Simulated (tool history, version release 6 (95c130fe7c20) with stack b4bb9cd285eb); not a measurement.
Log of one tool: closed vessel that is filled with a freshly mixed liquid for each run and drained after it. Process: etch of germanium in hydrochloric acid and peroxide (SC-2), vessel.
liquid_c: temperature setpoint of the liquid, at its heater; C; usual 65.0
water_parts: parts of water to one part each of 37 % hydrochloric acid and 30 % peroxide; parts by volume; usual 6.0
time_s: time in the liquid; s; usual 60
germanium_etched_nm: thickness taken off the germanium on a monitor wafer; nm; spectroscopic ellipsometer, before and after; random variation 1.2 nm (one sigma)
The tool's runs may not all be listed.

| run | hour | liquid_c | water_parts | time_s | read-back film thickness of the germanium reference wafer, read on the same gauge (nm) | germanium_etched_nm |
|---|---|---|---|---|---|---|
| 1 | 0.0 | 65.0 | 6.0 | 60 | 130.00 | 220.23 |
| 2 | 107.0 | 65.0 | 6.0 | 60 | 130.04 | 222.57 |
| 3 | 160.4 | 72.0 | 6.0 | 60 | 130.00 | 269.71 |
| 4 | 231.4 | 72.0 | 6.0 | 60 | 130.00 | 272.77 |
| 5 | 290.2 | 72.0 | 6.0 | 60 | 129.96 | 271.74 |
| 6 | 351.7 | 57.5 | 6.0 | 40 | 129.98 | 120.32 |
| 7 | 401.8 | 57.5 | 6.0 | 40 | 129.99 | 120.22 |
|  | 439.0 | thermometer replaced |
| 8 | 485.1 | 65.0 | 6.0 | 60 | 130.00 | 211.20 |
|  | 491.9 | chemicals flow meter replaced |
|  | 556.2 | gauge calibrated |
| 9 | 588.4 | 65.0 | 8.5 | 60 | 130.00 | 210.18 |
| 10 | 727.2 | 59.5 | 5.0 | 40 | 129.98 | 121.96 |
|  | 755.7 | new drum of peroxide connected |
| 11 | 791.2 | 70.0 | 4.0 | 35 | 129.94 | 146.78 |
| 12 | 836.1 | 65.0 | 6.0 | 60 | 129.97 | 214.19 |
| 13 | 898.3 | 72.0 | 4.0 | 35 | 129.99 | 156.21 |
| 14 | 987.6 | 61.0 | 6.0 | 80 | 130.06 | 256.41 |
| 15 | 1085.7 | 70.5 | 4.0 | 40 | 129.98 | 171.18 |
| 16 | 1126.4 | 65.0 | 4.0 | 60 | 130.03 | 220.76 |
| 17 | 1194.9 | 65.0 | 6.0 | 60 | 129.98 | 217.73 |

What the log doesn't show, run by run:
chemicals flow above the setpoint (%): 0 in every run
peroxide weaker than its label (%): 0 in every run
gauge reads high (%): 0 in every run
H1: liquid hotter than its thermometer reads (K)
| run | H1 |
|---|---|
| 1 | 2.12 |
| 2 | 2.26 |
| 3 | 2.33 |
| 4 | 2.43 |
| 5 | 2.51 |
| 6 | 2.59 |
| 7 | 2.66 |
| 8 | 0.598 |
| 9 | 0.737 |
| 10 | 0.924 |
| 11 | 1.01 |
| 12 | 1.07 |
| 13 | 1.15 |
| 14 | 1.27 |
| 15 | 1.41 |
| 16 | 1.46 |
| 17 | 1.55 |
